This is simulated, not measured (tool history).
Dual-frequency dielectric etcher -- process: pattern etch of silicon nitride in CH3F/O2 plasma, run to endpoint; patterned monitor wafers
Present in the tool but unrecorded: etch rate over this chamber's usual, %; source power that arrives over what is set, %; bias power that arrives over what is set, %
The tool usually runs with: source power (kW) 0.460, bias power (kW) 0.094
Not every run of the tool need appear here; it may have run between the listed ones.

run,day,source power (kW),bias power (kW),wafers since the last listed run,hours since the last wet clean,hours since the last source power generator calibration,hours since the last bias power generator calibration,hours since the last upper electrode change,"incoming incoming film thickness, nm",endpoint time (s)
1,0.000,0.550,0.094,0,382.7,865.8,3287.6,4370.4,87.1,88.8
# day 3.462: wet clean of the chamber
2,4.279,0.460,0.110,521,19.6,968.5,3390.3,4473.1,86.5,84.6
3,7.304,0.460,0.110,481,92.2,1041.1,3462.9,4545.7,85.7,83.9
4,9.783,0.460,0.110,394,151.7,1100.6,3522.4,4605.2,85.8,85.9
5,13.721,0.460,0.094,626,246.2,1195.1,3616.9,4699.7,86.8,93.4
6,16.125,0.460,0.105,382,303.9,1252.8,3674.6,4757.4,86.3,88.0
7,19.571,0.460,0.105,548,386.6,1335.5,3757.3,4840.1,86.2,89.8
8,23.792,0.460,0.094,671,487.9,1436.8,3858.6,4941.4,86.3,93.0
# day 25.508: wet clean of the chamber
9,26.717,0.460,0.094,306,29.0,1507.0,3928.8,5011.6,85.9,89.4
10,30.675,0.460,0.094,630,124.0,1602.0,4023.8,5106.6,85.8,90.3
# day 32.725: upper electrode replaced, of another model than before
# day 40.479: bias power generator calibrated
# day 41.112: source power generator calibrated
11,43.908,0.460,0.094,1894,441.6,67.1,82.3,268.4,87.0,92.0
# day 45.942: wet clean of the chamber
12,47.021,0.460,0.109,336,25.9,141.8,157.0,343.1,87.4,83.7
13,48.871,0.380,0.071,294,70.3,186.2,201.4,387.5,86.1,107.0
14,52.100,0.390,0.094,513,147.8,263.7,278.9,465.0,86.0,92.5
15,55.754,0.350,0.110,581,235.5,351.4,366.6,552.7,85.6,86.5
16,60.096,0.460,0.094,691,339.7,455.6,470.8,656.9,87.1,92.0
17,64.283,0.540,0.094,666,440.2,556.1,571.3,757.4,86.6,88.2
# day 66.050: wet clean of the chamber
18,67.017,0.460,0.094,275,23.2,621.7,636.9,823.0,86.7,89.4

What will run 19 give?
19,70.767,0.460,0.094,596,113.2,711.7,726.9,913.0,85.1,?

{"run 19": {"endpoint time (s)": 89.5}}
The same run, on a tool lacking any hidden state, would have yielded endpoint time (s) 88.6.
